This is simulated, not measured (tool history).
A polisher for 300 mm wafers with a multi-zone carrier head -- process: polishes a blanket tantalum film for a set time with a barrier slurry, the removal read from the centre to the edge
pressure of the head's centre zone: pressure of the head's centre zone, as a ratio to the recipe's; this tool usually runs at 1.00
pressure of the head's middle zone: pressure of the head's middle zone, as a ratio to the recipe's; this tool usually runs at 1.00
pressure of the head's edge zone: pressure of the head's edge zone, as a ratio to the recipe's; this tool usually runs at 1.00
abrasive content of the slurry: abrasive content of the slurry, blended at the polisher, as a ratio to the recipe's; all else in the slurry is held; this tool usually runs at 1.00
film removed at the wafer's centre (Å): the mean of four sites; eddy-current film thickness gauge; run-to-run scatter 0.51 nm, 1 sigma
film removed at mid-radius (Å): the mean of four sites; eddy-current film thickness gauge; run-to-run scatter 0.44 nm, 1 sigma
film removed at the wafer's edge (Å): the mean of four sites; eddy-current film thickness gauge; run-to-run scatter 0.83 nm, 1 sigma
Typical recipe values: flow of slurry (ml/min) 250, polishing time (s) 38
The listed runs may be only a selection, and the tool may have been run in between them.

run,hour,flow of slurry (ml/min),pressure of the head's centre zone,pressure of the head's middle zone,pressure of the head's edge zone,abrasive content of the slurry,polishing time (s),"incoming thickness of the incoming film, nm",film removed at the wafer's centre (Å),film removed at mid-radius (Å),film removed at the wafer's edge (Å)
1,0.0,250,1.08,1.00,1.00,1.00,38,415.6,617,571,567
# hour 4.1: worn pad replaced by a new one
2,30.7,250,1.00,1.00,1.00,1.00,38,411.3,608,573,589
3,57.9,250,1.00,1.00,1.00,1.00,38,414.1,603,573,580
4,89.5,250,1.00,1.00,1.00,1.00,38,407.9,593,570,582
5,116.0,250,1.00,1.00,1.00,1.00,38,412.7,592,570,591
6,143.6,250,1.00,1.00,1.00,1.00,38,409.4,584,568,576
7,183.6,250,1.00,1.00,1.00,1.00,38,415.1,584,565,561
# hour 204.4: worn pad replaced by a new one
8,243.6,250,1.00,1.00,1.00,1.00,38,402.6,600,580,580
9,287.8,250,1.00,1.00,1.00,1.00,38,412.4,591,566,572
# hour 300.8: edge zone pressure recalibrated
10,329.9,285,1.00,1.00,1.00,1.00,34,403.9,537,516,524
# hour 382.2: worn pad replaced by a new one
11,388.6,285,1.00,1.00,1.00,1.00,34,405.9,559,536,543
12,447.5,175,0.91,1.00,0.93,1.00,38,413.1,517,541,536
13,498.7,250,0.90,1.07,1.00,1.00,38,401.9,558,598,571
# hour 503.8: carrier head's membrane replaced by a new one
14,560.8,250,1.11,1.00,1.00,1.25,38,411.1,686,605,613
# hour 586.2: centre zone pressure recalibrated
# hour 593.2: worn pad replaced by a new one
# hour 604.5: slurry nozzle cleaned
15,607.9,300,1.00,0.92,0.96,1.00,38,411.4,630,559,587
16,637.2,250,1.00,1.00,1.00,1.00,38,410.0,605,578,586
17,693.6,250,1.00,1.00,0.96,1.00,38,407.9,586,572,557
18,764.5,220,0.90,1.00,1.00,1.00,26,406.0,370,386,396
# hour 780.3: worn pad replaced by a new one
19,792.8,250,1.00,1.11,1.07,1.10,50,404.9,827,871,824
20,839.1,250,1.00,1.00,1.00,1.00,38,418.1,593,579,590

Predict each of these 5 candidate next runs independently; none follows another, all start after run 20:
A,839.5,250,1.00,1.00,1.00,1.00,38,409.6,?,?,?
B,839.5,295,0.88,0.92,1.00,1.00,28,409.6,?,?,?
C,839.5,315,1.03,1.00,0.93,1.00,49,409.6,?,?,?
D,839.5,250,1.00,1.00,1.11,1.00,44,409.6,?,?,?
E,839.5,315,1.10,1.00,1.00,1.00,34,409.6,?,?,?

run,film removed at the wafer's centre (Å),film removed at mid-radius (Å),film removed at the wafer's edge (Å)
A,604,573,584
B,421,402,437
C,817,759,742
D,700,664,712
E,590,526,533
What these runs would have given with no unlogged condition in the tool:
run,film removed at the wafer's centre (Å),film removed at mid-radius (Å),film removed at the wafer's edge (Å)
A,620,589,599
B,433,412,449
C,838,779,761
D,718,682,731
E,606,540,547
